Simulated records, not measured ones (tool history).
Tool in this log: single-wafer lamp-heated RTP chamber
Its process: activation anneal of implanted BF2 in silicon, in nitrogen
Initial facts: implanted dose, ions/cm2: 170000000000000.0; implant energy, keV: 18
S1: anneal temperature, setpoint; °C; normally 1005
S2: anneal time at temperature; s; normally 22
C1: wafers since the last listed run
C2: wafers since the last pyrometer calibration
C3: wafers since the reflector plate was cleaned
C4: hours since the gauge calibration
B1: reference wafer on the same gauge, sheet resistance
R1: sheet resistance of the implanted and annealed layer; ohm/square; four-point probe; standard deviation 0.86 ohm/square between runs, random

run 1 hour=0 | S1=981 S2=26 | C1=0 C2=987 C3=754 C4=352 | B1=455.38 | R1=571.25
run 2 hour=26 | S1=986 S2=28 | C1=297 C2=1284 C3=1051 C4=378 | B1=455.15 | R1=569.05
run 3 hour=42.3 | S1=986 S2=28 | C1=186 C2=1470 C3=1238 C4=394.3 | B1=455.2 | R1=567.75
run 4 hour=61 | S1=986 S2=28 | C1=213 C2=1684 C3=1451 C4=413 | B1=455.1 | R1=566.83
run 5 hour=92.4 | S1=1005 S2=28 | C1=358 C2=2043 C3=1810 C4=444.4 | B1=455.19 | R1=564.75
-- hour=103.9 pyrometer window cleaned and pyrometer calibrated
run 6 hour=113.1 | S1=1028 S2=22 | C1=145 C2=105 C3=1955 C4=465.1 | B1=454.82 | R1=563.59
run 7 hour=138.4 | S1=1028 S2=22 | C1=289 C2=394 C3=2244 C4=490.4 | B1=454.81 | R1=563.94
-- hour=158 gauge calibrated
run 8 hour=161.9 | S1=988 S2=22 | C1=268 C2=663 C3=2513 C4=3.9 | B1=459.03 | R1=574.23
run 9 hour=182.5 | S1=988 S2=22 | C1=235 C2=898 C3=2748 C4=24.5 | B1=457.82 | R1=573.83
run 10 hour=212.7 | S1=991 S2=16 | C1=345 C2=1243 C3=3093 C4=54.7 | B1=457.34 | R1=575.52
run 11 hour=232 | S1=1005 S2=16 | C1=220 C2=1464 C3=3314 C4=74 | B1=457.38 | R1=572.73
run 12 hour=244.4 | S1=993 S2=31 | C1=141 C2=1605 C3=3456 C4=86.4 | B1=457.01 | R1=567.23
run 13 hour=262.9 | S1=1005 S2=22 | C1=211 C2=1817 C3=3667 C4=104.9 | B1=456.64 | R1=568.73
-- hour=275.7 reflector plate cleaned
run 14 hour=291.4 | S1=1005 S2=22 | C1=234 C2=2051 C3=179 C4=133.4 | B1=456.58 | R1=568.83
-- hour=309.9 pyrometer window cleaned and pyrometer calibrated
run 15 hour=311.7 | S1=1005 S2=22 | C1=140 C2=20 C3=320 C4=153.7 | B1=455.94 | R1=568.27
run 16 hour=340.9 | S1=1005 S2=22 | C1=333 C2=354 C3=653 C4=182.9 | B1=455.81 | R1=569.31
run 17 hour=364.9 | S1=992 S2=12 | C1=274 C2=628 C3=928 C4=206.9 | B1=455.46 | R1=574.04

Run 18 comes next. What will it give?
run 18 hour=388.4 | S1=1005 S2=12 | C1=268 C2=897 C3=1196 C4=230.4 | B1=? | R1=?

B1: 455.65
R1: 570.55 ohm/square
With the hidden condition absent and the run-to-run variation left alone, this run would have shown R1 574.67 ohm/square.
